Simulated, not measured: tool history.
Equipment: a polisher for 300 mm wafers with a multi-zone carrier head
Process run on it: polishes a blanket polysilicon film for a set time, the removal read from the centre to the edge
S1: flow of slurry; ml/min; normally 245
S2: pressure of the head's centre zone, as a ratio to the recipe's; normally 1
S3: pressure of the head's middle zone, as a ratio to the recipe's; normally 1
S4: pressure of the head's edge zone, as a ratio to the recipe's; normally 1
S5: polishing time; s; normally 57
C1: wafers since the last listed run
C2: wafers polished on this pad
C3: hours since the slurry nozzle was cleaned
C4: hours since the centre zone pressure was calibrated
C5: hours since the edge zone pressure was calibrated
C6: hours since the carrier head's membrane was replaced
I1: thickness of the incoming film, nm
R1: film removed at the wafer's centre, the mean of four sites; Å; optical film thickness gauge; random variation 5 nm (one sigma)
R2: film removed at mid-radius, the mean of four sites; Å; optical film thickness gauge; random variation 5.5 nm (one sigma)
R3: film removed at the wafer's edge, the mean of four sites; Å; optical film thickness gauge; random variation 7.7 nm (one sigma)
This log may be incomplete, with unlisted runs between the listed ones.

| run | day | S1 | S2 | S3 | S4 | S5 | C1 | C2 | C3 | C4 | C5 | C6 | I1 | R1 | R2 | R3 |
|---|---|---|---|---|---|---|---|---|---|---|---|---|---|---|---|---|
| 1 | 0 | 245 | 1.03 | 1.07 | 1 | 57 | 0 | 74 | 244.1 | 126.8 | 364.5 | 974.1 | 1871 | 5310 | 5479 | 5196 |
| 2 | 2.329 | 245 | 1 | 1 | 1 | 57 | 868 | 943 | 300 | 182.7 | 420.4 | 1030 | 1881.9 | 5144 | 5147 | 5284 |
| 3 | 4.992 | 245 | 1 | 1 | 1 | 57 | 993 | 1937 | 363.9 | 246.6 | 484.3 | 1093.9 | 1850.3 | 5142 | 5134 | 5263 |
|  | 6.104 | carrier head's membrane replaced by a new one |
| 4 | 7.292 | 245 | 1 | 1 | 1 | 57 | 780 | 2717 | 419.1 | 301.8 | 539.5 | 28.5 | 1885.2 | 5056 | 5201 | 5263 |
| 5 | 11.75 | 245 | 1 | 1 | 1 | 57 | 1663 | 4380 | 526.1 | 408.8 | 646.5 | 135.5 | 1856.5 | 4947 | 5131 | 5278 |
|  | 12.792 | worn pad replaced by a new one |
| 6 | 13.558 | 245 | 1 | 1.03 | 1 | 57 | 612 | 286 | 569.5 | 452.2 | 689.9 | 178.9 | 1897.1 | 4790 | 5227 | 5399 |
|  | 15.6 | centre zone pressure recalibrated |
| 7 | 17.642 | 245 | 1 | 1.03 | 1 | 57 | 1492 | 1778 | 667.5 | 49 | 787.9 | 276.9 | 1825.1 | 5991 | 5358 | 5371 |
|  | 24.358 | slurry nozzle cleaned |
| 8 | 26.921 | 245 | 1 | 1.03 | 1 | 57 | 3446 | 5224 | 61.5 | 271.7 | 1010.6 | 499.6 | 1830.5 | 5922 | 5325 | 5330 |
|  | 28.238 | centre zone pressure recalibrated, repeated, since the last time left the tool worse |
|  | 28.717 | worn pad replaced by a new one |
| 9 | 29.808 | 245 | 1 | 1 | 1 | 57 | 984 | 406 | 130.8 | 37.7 | 1079.9 | 568.9 | 1885.5 | 5121 | 5121 | 5506 |
| 10 | 34.708 | 245 | 1 | 1 | 1 | 57 | 1828 | 2234 | 248.4 | 155.3 | 1197.5 | 686.5 | 1880.5 | 5083 | 5044 | 5266 |
| 11 | 38.312 | 245 | 1 | 1 | 1 | 57 | 1344 | 3579 | 334.9 | 241.8 | 1284 | 773 | 1861.3 | 5052 | 5183 | 5475 |
|  | 45.433 | worn pad replaced by a new one |
| 12 | 45.462 | 315 | 0.91 | 0.93 | 0.95 | 57 | 2605 | 10 | 506.5 | 413.4 | 1455.6 | 944.6 | 1827.8 | 4433 | 4885 | 5204 |
|  | 46.012 | edge zone pressure recalibrated |
|  | 46.192 | centre zone pressure recalibrated |
| 13 | 47.833 | 175 | 1 | 1 | 0.9 | 57 | 822 | 832 | 563.4 | 39.4 | 43.7 | 1001.5 | 1884 | 4986 | 5049 | 4975 |
| 14 | 50.438 | 245 | 1 | 1 | 1 | 38 | 971 | 1804 | 625.9 | 101.9 | 106.2 | 1064 | 1860.2 | 3420 | 3441 | 3553 |
|  | 50.812 | carrier head's membrane replaced by a new one |
| 15 | 53.733 | 245 | 1 | 1 | 1 | 57 | 1151 | 2956 | 705 | 181 | 185.3 | 70.1 | 1870.4 | 5053 | 5127 | 5272 |
| 16 | 56.567 | 245 | 1 | 1 | 0.96 | 57 | 1057 | 4013 | 773 | 249 | 253.3 | 138.1 | 1889.4 | 4951 | 5112 | 5254 |
|  | 58.775 | worn pad replaced by a new one |
| 17 | 59.433 | 280 | 1 | 1.04 | 1 | 64 | 1007 | 245 | 841.8 | 317.8 | 322.1 | 206.9 | 1842.6 | 5687 | 6024 | 5920 |
|  | 60.058 | slurry nozzle cleaned |
| 18 | 61.062 | 245 | 1 | 1 | 0.93 | 57 | 592 | 838 | 24.1 | 356.9 | 361.2 | 246 | 1843.4 | 4949 | 5199 | 5173 |
|  | 65.283 | centre zone pressure recalibrated |
| 19 | 65.379 | 245 | 1 | 1 | 1 | 57 | 1579 | 2417 | 127.7 | 2.3 | 464.8 | 349.6 | 1881.4 | 5223 | 5259 | 5306 |
| 20 | 67.912 | 185 | 1 | 0.9 | 1 | 57 | 945 | 3362 | 188.5 | 63.1 | 525.6 | 410.4 | 1872.9 | 5040 | 4552 | 5219 |
| 21 | 70.396 | 190 | 1.04 | 0.94 | 0.88 | 57 | 926 | 4289 | 248.1 | 122.7 | 585.2 | 470 | 1839.1 | 5296 | 4804 | 4883 |

Run 22, settings as shown, results not yet in. Your forecast:
|  | 72.871 | worn pad replaced by a new one |
| 22 | 74.417 | 245 | 1 | 0.96 | 0.9 | 64 | 1437 | 576 | 344.6 | 219.2 | 681.7 | 566.5 | 1884.5 | ? | ? | ? |

Logged for run 22: R1 5693 Å, R2 5744 Å, R3 5766 Å.
With no hidden state in the tool, this same run would have given R1 5833 Å, R2 5743 Å, R3 5766 Å.

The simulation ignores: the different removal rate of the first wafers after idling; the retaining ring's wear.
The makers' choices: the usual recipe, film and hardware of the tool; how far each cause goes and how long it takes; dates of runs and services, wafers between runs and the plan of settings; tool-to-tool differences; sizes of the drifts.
